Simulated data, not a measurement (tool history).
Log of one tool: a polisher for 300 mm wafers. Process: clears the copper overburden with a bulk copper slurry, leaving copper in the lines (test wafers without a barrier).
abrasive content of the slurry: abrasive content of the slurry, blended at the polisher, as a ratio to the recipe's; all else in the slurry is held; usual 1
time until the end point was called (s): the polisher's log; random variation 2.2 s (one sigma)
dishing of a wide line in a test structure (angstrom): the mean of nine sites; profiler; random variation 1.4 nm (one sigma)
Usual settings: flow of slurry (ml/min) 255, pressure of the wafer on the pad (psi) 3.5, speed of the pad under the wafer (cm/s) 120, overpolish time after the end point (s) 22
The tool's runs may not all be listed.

| run | hour | flow of slurry (ml/min) | pressure of the wafer on the pad (psi) | speed of the pad under the wafer (cm/s) | abrasive content of the slurry | overpolish time after the end point (s) | incoming thickness of the incoming film, nm | time until the end point was called (s) | dishing of a wide line in a test structure (angstrom) |
|---|---|---|---|---|---|---|---|---|---|
| 1 | 0 | 255 | 3.9 | 120 | 1 | 22 | 1618.3 | 144.9 | 1179 |
| 2 | 36 | 255 | 3.9 | 120 | 1 | 22 | 1586 | 140.3 | 1164 |
| 3 | 75.3 | 255 | 3.5 | 120 | 1 | 22 | 1584.9 | 155.4 | 1128 |
|  | 119.6 | slurry blender recalibrated |
| 4 | 141.5 | 255 | 3.5 | 120 | 1 | 22 | 1611.4 | 167.1 | 1082 |
| 5 | 172.1 | 255 | 3.5 | 120 | 1 | 22 | 1591.6 | 166.2 | 1064 |
| 6 | 211.8 | 255 | 3.5 | 120 | 1 | 22 | 1613.6 | 173.5 | 1029 |
|  | 216 | worn pad replaced by a new one |
| 7 | 274.3 | 255 | 3.5 | 120 | 1 | 22 | 1613.2 | 158.3 | 1089 |
| 8 | 301.6 | 255 | 3 | 120 | 1 | 22 | 1593.5 | 180.7 | 1022 |
| 9 | 344.6 | 255 | 3 | 120 | 1 | 22 | 1603.3 | 178.5 | 981 |
| 10 | 389.2 | 255 | 3 | 120 | 1 | 22 | 1585.3 | 179.6 | 989 |
|  | 395 | slurry nozzle cleaned |
|  | 405.5 | slurry blender recalibrated |
| 11 | 416.2 | 255 | 3.5 | 120 | 1 | 22 | 1617.8 | 158.2 | 1096 |
| 12 | 477.1 | 255 | 2.8 | 82 | 1 | 22 | 1597.3 | 243.3 | 865 |
| 13 | 515.7 | 175 | 3.5 | 138 | 1.15 | 16 | 1607.1 | 161.8 | 918 |
| 14 | 558.4 | 300 | 3.5 | 134 | 1 | 22 | 1626.8 | 161.5 | 1091 |
|  | 580.2 | worn pad replaced by a new one |
| 15 | 620.4 | 255 | 2.7 | 120 | 1 | 22 | 1580.1 | 188.6 | 960 |
|  | 658.4 | head pressure recalibrated |
| 16 | 692.3 | 255 | 2.9 | 120 | 1 | 30 | 1580.6 | 184.8 | 1145 |
| 17 | 747.9 | 200 | 3.5 | 94 | 1 | 22 | 1582.2 | 196 | 977 |
|  | 769.4 | slurry blender recalibrated |
| 18 | 805.7 | 225 | 3.5 | 120 | 1 | 22 | 1619.3 | 179.8 | 1048 |
| 19 | 862.8 | 255 | 4 | 120 | 1 | 18 | 1613.9 | 157.5 | 1011 |
|  | 897.5 | slurry nozzle cleaned |
| 20 | 908.6 | 175 | 3 | 88 | 1 | 22 | 1591.1 | 241.4 | 845 |
|  | 912.7 | worn pad replaced by a new one |
| 21 | 960.2 | 255 | 3.5 | 120 | 1 | 22 | 1597.1 | 150.2 | 1142 |
| 22 | 997.6 | 255 | 4 | 120 | 1.25 | 32 | 1618.1 | 131.7 | 1368 |
| 23 | 1050.3 | 255 | 3.5 | 120 | 1 | 22 | 1603.9 | 158 | 1117 |
|  | 1091.1 | slurry blender recalibrated |
| 24 | 1218.3 | 215 | 4 | 158 | 1 | 12 | 1603.5 | 134.5 | 869 |
|  | 1239.6 | worn pad replaced by a new one |
| 25 | 1269.8 | 325 | 4.4 | 84 | 1.25 | 22 | 1580.7 | 147.6 | 1163 |
| 26 | 1315 | 255 | 3.5 | 150 | 1 | 15 | 1614.6 | 139.4 | 967 |

Forecast run 27:
|  | 1378.4 | slurry blender recalibrated |
| 27 | 1381.9 | 255 | 3.5 | 120 | 1 | 22 | 1579 | ? | ? |

Run 27 gave time until the end point was called (s) 159.5, dishing of a wide line in a test structure (angstrom) 1090.
Without the tool's hidden state the same run would have given time until the end point was called (s) 143.3, dishing of a wide line in a test structure (angstrom) 1147.
